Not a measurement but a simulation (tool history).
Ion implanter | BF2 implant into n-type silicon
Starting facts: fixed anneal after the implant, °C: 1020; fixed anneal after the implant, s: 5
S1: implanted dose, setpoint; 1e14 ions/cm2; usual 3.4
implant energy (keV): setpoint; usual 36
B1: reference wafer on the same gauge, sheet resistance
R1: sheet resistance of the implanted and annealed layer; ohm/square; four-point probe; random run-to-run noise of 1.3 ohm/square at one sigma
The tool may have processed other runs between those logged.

run 1 hour=0 | S1=3.4 implant_energy_(keV)=36 | B1=333.62 | R1=370.92
run 2 hour=12.5 | S1=3.4 implant_energy_(keV)=36 | B1=333.68 | R1=369.06
run 3 hour=29 | S1=3.4 implant_energy_(keV)=36 | B1=333.76 | R1=372.3
run 4 hour=64.5 | S1=3.4 implant_energy_(keV)=36 | B1=334.03 | R1=371.41
run 5 hour=86.5 | S1=3.4 implant_energy_(keV)=36 | B1=333.7 | R1=371.99
run 6 hour=102.3 | S1=3.4 implant_energy_(keV)=40.5 | B1=334.16 | R1=367.8
run 7 hour=117.9 | S1=3.4 implant_energy_(keV)=40.5 | B1=334.28 | R1=366.92
run 8 hour=184.5 | S1=3.4 implant_energy_(keV)=40.5 | B1=334.29 | R1=365.98
run 9 hour=215 | S1=2.64 implant_energy_(keV)=36 | B1=333.89 | R1=461.92
run 10 hour=240.7 | S1=3.4 implant_energy_(keV)=36 | B1=333.32 | R1=372.51
run 11 hour=275.7 | S1=3.4 implant_energy_(keV)=36 | B1=334.26 | R1=371.63
-- hour=295.8 Faraday cup replaced and dose calibrated
run 12 hour=296.3 | S1=4.03 implant_energy_(keV)=36 | B1=334.09 | R1=305.06
run 13 hour=312.8 | S1=4.03 implant_energy_(keV)=36 | B1=333.47 | R1=301.8
run 14 hour=336.1 | S1=2.69 implant_energy_(keV)=32 | B1=333.96 | R1=440.34
run 15 hour=367.6 | S1=3.4 implant_energy_(keV)=36 | B1=334.22 | R1=355.96
run 16 hour=402.1 | S1=3.4 implant_energy_(keV)=36 | B1=333.69 | R1=356.06
run 17 hour=425.1 | S1=3.4 implant_energy_(keV)=36 | B1=334.32 | R1=355.27
run 18 hour=439.3 | S1=3.4 implant_energy_(keV)=36 | B1=334.11 | R1=356.21
run 19 hour=459.9 | S1=3.9 implant_energy_(keV)=42.5 | B1=333.58 | R1=310.25
run 20 hour=474 | S1=3.4 implant_energy_(keV)=32 | B1=334.42 | R1=364.57
run 21 hour=497.1 | S1=2.75 implant_energy_(keV)=46.5 | B1=334.13 | R1=420.92
run 22 hour=513.8 | S1=3.4 implant_energy_(keV)=36 | B1=333.74 | R1=356.2
-- hour=532.6 extraction supply calibrated
run 23 hour=547.3 | S1=3.4 implant_energy_(keV)=36 | B1=334.45 | R1=356.56
run 24 hour=576.3 | S1=2.73 implant_energy_(keV)=40.5 | B1=334.42 | R1=430.59
run 25 hour=610.2 | S1=4.38 implant_energy_(keV)=46.5 | B1=334.3 | R1=279.42
run 26 hour=622.2 | S1=3.4 implant_energy_(keV)=36 | B1=334.2 | R1=360.86
run 27 hour=635 | S1=3.4 implant_energy_(keV)=36 | B1=334.36 | R1=362.5
-- hour=636.6 gauge calibrated
run 28 hour=668.4 | S1=2.81 implant_energy_(keV)=41 | B1=334.38 | R1=418.42
run 29 hour=693.9 | S1=3.4 implant_energy_(keV)=36 | B1=333.88 | R1=362.3
run 30 hour=719.8 | S1=4.19 implant_energy_(keV)=48.5 | B1=334.12 | R1=291.9
run 31 hour=742.3 | S1=3.4 implant_energy_(keV)=24.5 | B1=333.91 | R1=376.75
run 32 hour=767.4 | S1=3.4 implant_energy_(keV)=36 | B1=333.86 | R1=361.07
run 33 hour=794.4 | S1=2.43 implant_energy_(keV)=39.5 | B1=333.93 | R1=477.01
run 34 hour=824.1 | S1=2.63 implant_energy_(keV)=45 | B1=333.84 | R1=441.96
run 35 hour=852.1 | S1=3.4 implant_energy_(keV)=36 | B1=334.26 | R1=362.92
run 36 hour=871.7 | S1=3.86 implant_energy_(keV)=43.5 | B1=333.63 | R1=319.94
run 37 hour=895 | S1=3.03 implant_energy_(keV)=36 | B1=334.14 | R1=401.47
run 38 hour=930.4 | S1=3.4 implant_energy_(keV)=36 | B1=333.77 | R1=364.18

Forecast each of these 3 alternatives for the next run:
run A hour=930.8 | S1=4.02 implant_energy_(keV)=36 | B1=? | R1=?
run B hour=930.8 | S1=3.71 implant_energy_(keV)=26 | B1=? | R1=?
run C hour=930.8 | S1=3.79 implant_energy_(keV)=48 | B1=? | R1=?

run=A B1=334.21 R1=312.4
run=B B1=334.21 R1=347.7
run=C B1=334.21 R1=320.13
Without the tool's unlogged condition, the same runs would have read:
run=A R1=302.29
run=B R1=337.11
run=C R1=309.75
